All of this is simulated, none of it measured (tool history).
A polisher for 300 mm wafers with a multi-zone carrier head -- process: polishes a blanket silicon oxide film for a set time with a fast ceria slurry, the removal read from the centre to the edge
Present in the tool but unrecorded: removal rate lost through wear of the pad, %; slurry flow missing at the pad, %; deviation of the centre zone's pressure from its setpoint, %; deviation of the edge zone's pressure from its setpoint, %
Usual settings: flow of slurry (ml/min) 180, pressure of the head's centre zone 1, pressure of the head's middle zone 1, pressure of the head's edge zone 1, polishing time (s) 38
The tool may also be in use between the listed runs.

| run | hour | flow of slurry (ml/min) | pressure of the head's centre zone | pressure of the head's middle zone | pressure of the head's edge zone | polishing time (s) | wafers since the last listed run | wafers polished on this pad | hours since the slurry nozzle was cleaned | hours since the centre zone pressure was calibrated | hours since the edge zone pressure was calibrated | hours since the carrier head's membrane was replaced | incoming thickness of the incoming film, nm | film removed at the wafer's centre (angstrom) | film removed at mid-radius (angstrom) | film removed at the wafer's edge (angstrom) |
|---|---|---|---|---|---|---|---|---|---|---|---|---|---|---|---|---|
| 1 | 0 | 180 | 1 | 1 | 1 | 38 | 0 | 2997 | 171.5 | 592.1 | 377.8 | 1227.4 | 3453 | 5335 | 5129 | 5483 |
|  | 32.6 | worn pad replaced by a new one |
| 2 | 33.1 | 180 | 1 | 1 | 1 | 38 | 408 | 6 | 204.6 | 625.2 | 410.9 | 1260.5 | 3472 | 5715 | 5763 | 6178 |
| 3 | 57.6 | 210 | 1 | 1 | 1 | 38 | 344 | 350 | 229.1 | 649.7 | 435.4 | 1285 | 3398.6 | 5835 | 5727 | 6165 |
| 4 | 84.2 | 180 | 1.07 | 1 | 1 | 38 | 373 | 724 | 255.7 | 676.3 | 462 | 1311.6 | 3458.3 | 5771 | 5496 | 5706 |
| 5 | 102.2 | 150 | 1.08 | 1 | 0.89 | 38 | 252 | 977 | 273.7 | 694.3 | 480 | 1329.6 | 3408.9 | 5356 | 5003 | 5157 |
| 6 | 121.5 | 180 | 1.09 | 1 | 1 | 38 | 271 | 1249 | 293 | 713.6 | 499.3 | 1348.9 | 3371.8 | 5581 | 5184 | 5588 |
| 7 | 136.2 | 245 | 1.1 | 1.06 | 1 | 45 | 206 | 1455 | 307.7 | 728.3 | 514 | 1363.6 | 3505.2 | 7243 | 6903 | 6896 |
|  | 155.6 | carrier head's membrane replaced by a new one |
| 8 | 156.1 | 180 | 1 | 1.04 | 1 | 31 | 209 | 1665 | 327.6 | 748.2 | 533.9 | 0.5 | 3369.6 | 4266 | 4271 | 4484 |
| 9 | 168.1 | 180 | 0.89 | 0.9 | 1 | 38 | 168 | 1833 | 339.6 | 760.2 | 545.9 | 12.5 | 3434.2 | 4743 | 4627 | 5357 |
|  | 193.2 | centre zone pressure recalibrated |
|  | 237 | edge zone pressure recalibrated |
|  | 241 | worn pad replaced by a new one |
|  | 247.5 | slurry nozzle cleaned |
| 10 | 270.2 | 180 | 1 | 1 | 1 | 38 | 1308 | 396 | 22.7 | 77 | 33.2 | 114.6 | 3442.1 | 5923 | 5796 | 6095 |
| 11 | 293.9 | 150 | 1 | 1 | 1 | 29 | 333 | 729 | 46.4 | 100.7 | 56.9 | 138.3 | 3416.9 | 4202 | 4099 | 4391 |
| 12 | 318.6 | 180 | 1 | 1 | 1 | 38 | 347 | 1076 | 71.1 | 125.4 | 81.6 | 163 | 3449.5 | 5476 | 5387 | 5806 |
| 13 | 354.4 | 180 | 1.08 | 1.09 | 1 | 38 | 503 | 1579 | 106.9 | 161.2 | 117.4 | 198.8 | 3425.9 | 5642 | 5641 | 5670 |
| 14 | 375.9 | 180 | 1 | 1 | 1 | 31 | 302 | 1881 | 128.4 | 182.7 | 138.9 | 220.3 | 3446.3 | 4259 | 4252 | 4519 |
| 15 | 455.2 | 180 | 1 | 1.09 | 1 | 44 | 1114 | 2996 | 207.7 | 262 | 218.2 | 299.6 | 3439 | 5777 | 6024 | 6091 |
|  | 459.6 | worn pad replaced by a new one |
| 16 | 473.4 | 180 | 0.94 | 1 | 1 | 38 | 199 | 194 | 225.9 | 280.2 | 236.4 | 317.8 | 3357.3 | 5253 | 5428 | 5996 |
| 17 | 489.8 | 180 | 1 | 1 | 1 | 38 | 230 | 424 | 242.3 | 296.6 | 252.8 | 334.2 | 3427 | 5408 | 5341 | 5761 |
| 18 | 544.7 | 180 | 0.95 | 1 | 1 | 38 | 771 | 1196 | 297.2 | 351.5 | 307.7 | 389.1 | 3420.9 | 4913 | 5095 | 5476 |
|  | 653.4 | worn pad replaced by a new one |
| 19 | 653.9 | 160 | 0.96 | 1 | 1 | 30 | 1478 | 6 | 406.4 | 460.7 | 416.9 | 498.3 | 3415.8 | 4046 | 4026 | 4365 |
|  | 681 | slurry nozzle cleaned |
| 20 | 684.9 | 180 | 1 | 1 | 1 | 28 | 421 | 428 | 3.9 | 491.7 | 447.9 | 529.3 | 3420.8 | 4669 | 4369 | 4646 |
| 21 | 701.3 | 180 | 1 | 1 | 1.11 | 38 | 230 | 658 | 20.3 | 508.1 | 464.3 | 545.7 | 3400 | 6244 | 5866 | 6395 |
| 22 | 729.7 | 180 | 1 | 1 | 0.91 | 38 | 399 | 1057 | 48.7 | 536.5 | 492.7 | 574.1 | 3393.6 | 5957 | 5715 | 5777 |

Below are 4 alternative next runs, each starting from the tool's condition after run 22. Predict each:
| A | 730.1 | 180 | 1 | 1 | 1 | 25 | 5 | 1063 | 49.1 | 536.9 | 493.1 | 574.5 | 3418.9 | ? | ? | ? |
| B | 730.1 | 150 | 0.96 | 1 | 1.12 | 30 | 5 | 1063 | 49.1 | 536.9 | 493.1 | 574.5 | 3418.9 | ? | ? | ? |
| C | 730.1 | 180 | 1.07 | 1.12 | 1 | 38 | 5 | 1063 | 49.1 | 536.9 | 493.1 | 574.5 | 3418.9 | ? | ? | ? |
| D | 730.1 | 130 | 1.08 | 1 | 1.09 | 47 | 5 | 1063 | 49.1 | 536.9 | 493.1 | 574.5 | 3418.9 | ? | ? | ? |

| run | film removed at the wafer's centre (angstrom) | film removed at mid-radius (angstrom) | film removed at the wafer's edge (angstrom) |
|---|---|---|---|
| A | 3916 | 3753 | 3942 |
| B | 4341 | 4315 | 4856 |
| C | 6276 | 6241 | 5984 |
| D | 7106 | 6488 | 7296 |
Take away the tool's hidden state, keep each run's random variation, and the runs would have read:
| run | film removed at the wafer's centre (angstrom) | film removed at mid-radius (angstrom) | film removed at the wafer's edge (angstrom) |
|---|---|---|---|
| A | 4467 | 4263 | 4438 |
| B | 4992 | 4936 | 5490 |
| C | 7159 | 7090 | 6736 |
| D | 8238 | 7471 | 8282 |
